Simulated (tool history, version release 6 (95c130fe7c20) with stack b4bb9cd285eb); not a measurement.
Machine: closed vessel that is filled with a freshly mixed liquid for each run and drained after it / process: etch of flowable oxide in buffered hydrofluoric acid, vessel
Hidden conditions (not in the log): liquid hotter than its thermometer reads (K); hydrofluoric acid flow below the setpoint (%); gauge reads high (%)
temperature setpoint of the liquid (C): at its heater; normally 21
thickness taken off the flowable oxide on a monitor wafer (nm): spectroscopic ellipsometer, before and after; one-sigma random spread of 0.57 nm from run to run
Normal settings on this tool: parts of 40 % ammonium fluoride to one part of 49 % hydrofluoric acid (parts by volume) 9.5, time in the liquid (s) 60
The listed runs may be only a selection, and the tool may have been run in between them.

| run | day | temperature setpoint of the liquid (C) | parts of 40 % ammonium fluoride to one part of 49 % hydrofluoric acid (parts by volume) | time in the liquid (s) | wafers since the last listed run | hours since the thermometer was replaced | hours since the hydrofluoric acid flow meter was replaced | hours since the gauge calibration | read-back film thickness of the flowable oxide reference wafer, read on the same gauge (nm) | thickness taken off the flowable oxide on a monitor wafer (nm) |
|---|---|---|---|---|---|---|---|---|---|---|
| 1 | 0 | 21 | 9.5 | 35 | 0 | 1060.3 | 328.5 | 955.2 | 140.04 | 83.73 |
| 2 | 2.85 | 21 | 9.5 | 35 | 5217 | 1128.7 | 396.9 | 1023.6 | 140.01 | 84 |
| 3 | 6.488 | 21 | 9.5 | 35 | 6659 | 1216 | 484.2 | 1110.9 | 140 | 83.94 |
|  | 6.992 | gauge calibrated |
| 4 | 9.671 | 21 | 9.5 | 60 | 5828 | 1292.4 | 560.6 | 64.3 | 140.02 | 143.04 |
| 5 | 13.933 | 21 | 9.5 | 60 | 7804 | 1394.7 | 662.9 | 166.6 | 140.01 | 142.82 |
| 6 | 20.475 | 21 | 9.5 | 60 | 11976 | 1551.7 | 819.9 | 323.6 | 139.99 | 143.07 |
| 7 | 23.95 | 21 | 9.5 | 60 | 6362 | 1635.1 | 903.3 | 407 | 139.97 | 144.28 |
| 8 | 27.062 | 21 | 9.5 | 60 | 5698 | 1709.8 | 978 | 481.7 | 140.01 | 143.27 |
| 9 | 29.458 | 21 | 9.5 | 60 | 4386 | 1767.3 | 1035.5 | 539.2 | 139.98 | 143.54 |
| 10 | 32.038 | 21 | 9.5 | 60 | 4722 | 1829.2 | 1097.4 | 601.1 | 140.04 | 142.86 |
| 11 | 36.438 | 21 | 9.5 | 60 | 8055 | 1934.8 | 1203 | 706.7 | 139.99 | 142.99 |
| 12 | 38.904 | 21 | 9.5 | 60 | 4516 | 1994 | 1262.2 | 765.9 | 140 | 143.25 |
| 13 | 43.346 | 21 | 9.5 | 60 | 8132 | 2100.6 | 1368.8 | 872.5 | 140.02 | 142.57 |
| 14 | 44.875 | 23 | 8 | 30 | 2799 | 2137.3 | 1405.5 | 909.2 | 139.95 | 91.56 |
| 15 | 47.183 | 21 | 9.5 | 90 | 4226 | 2192.7 | 1460.9 | 964.6 | 140.02 | 214.3 |
| 16 | 51.438 | 19 | 9.5 | 45 | 7788 | 2294.8 | 1563 | 1066.7 | 139.99 | 95 |
|  | 51.554 | hydrofluoric acid flow meter replaced |
|  | 53.808 | gauge calibrated |
| 17 | 54.362 | 25.5 | 6.5 | 50 | 5278 | 2365 | 67.4 | 13.3 | 140.01 | 225.22 |
|  | 58.25 | thermometer replaced |
| 18 | 58.462 | 24 | 6.5 | 80 | 7430 | 5.1 | 165.8 | 111.7 | 139.98 | 322.16 |
| 19 | 61.979 | 21 | 9.5 | 80 | 6438 | 89.5 | 250.2 | 196.1 | 139.99 | 189.13 |
| 20 | 63.804 | 23 | 9.5 | 45 | 3341 | 133.3 | 294 | 239.9 | 140.03 | 119.13 |
| 21 | 68.221 | 21 | 13.5 | 60 | 8086 | 239.3 | 400 | 345.9 | 140 | 101.26 |
| 22 | 72.346 | 17 | 13 | 60 | 7552 | 338.3 | 499 | 444.9 | 140.02 | 84.88 |
| 23 | 74.662 | 21 | 9.5 | 60 | 4241 | 393.9 | 554.6 | 500.5 | 140.06 | 142.5 |
| 24 | 78.979 | 21 | 9.5 | 60 | 7903 | 497.5 | 658.2 | 604.1 | 139.99 | 140.96 |
| 25 | 80.9 | 21 | 6 | 60 | 3516 | 543.6 | 704.3 | 650.2 | 139.99 | 219.12 |
| 26 | 83.108 | 17 | 6 | 60 | 4043 | 596.6 | 757.3 | 703.2 | 139.99 | 173.44 |

Consider 4 possible next runs. They are alternatives, not a sequence: every one starts from the tool as it was left by run 26. What does each give?
| A | 83.138 | 21 | 9.5 | 50 | 53 | 597.3 | 758 | 703.9 | ? | ? |
| B | 83.138 | 17 | 11.5 | 75 | 53 | 597.3 | 758 | 703.9 | ? | ? |
| C | 83.138 | 25 | 9.5 | 45 | 53 | 597.3 | 758 | 703.9 | ? | ? |
| D | 83.138 | 22.5 | 8 | 80 | 53 | 597.3 | 758 | 703.9 | ? | ? |

| run | read-back film thickness of the flowable oxide reference wafer, read on the same gauge (nm) | thickness taken off the flowable oxide on a monitor wafer (nm) |
|---|---|---|
| A | 140.04 | 118.57 |
| B | 140.04 | 118.78 |
| C | 140.04 | 132.87 |
| D | 140.04 | 239.2 |
Stripped of hidden state, with their random variation kept, the same runs would have yielded:
| run | thickness taken off the flowable oxide on a monitor wafer (nm) |
|---|---|
| A | 119.52 |
| B | 120.88 |
| C | 133.97 |
| D | 244.26 |
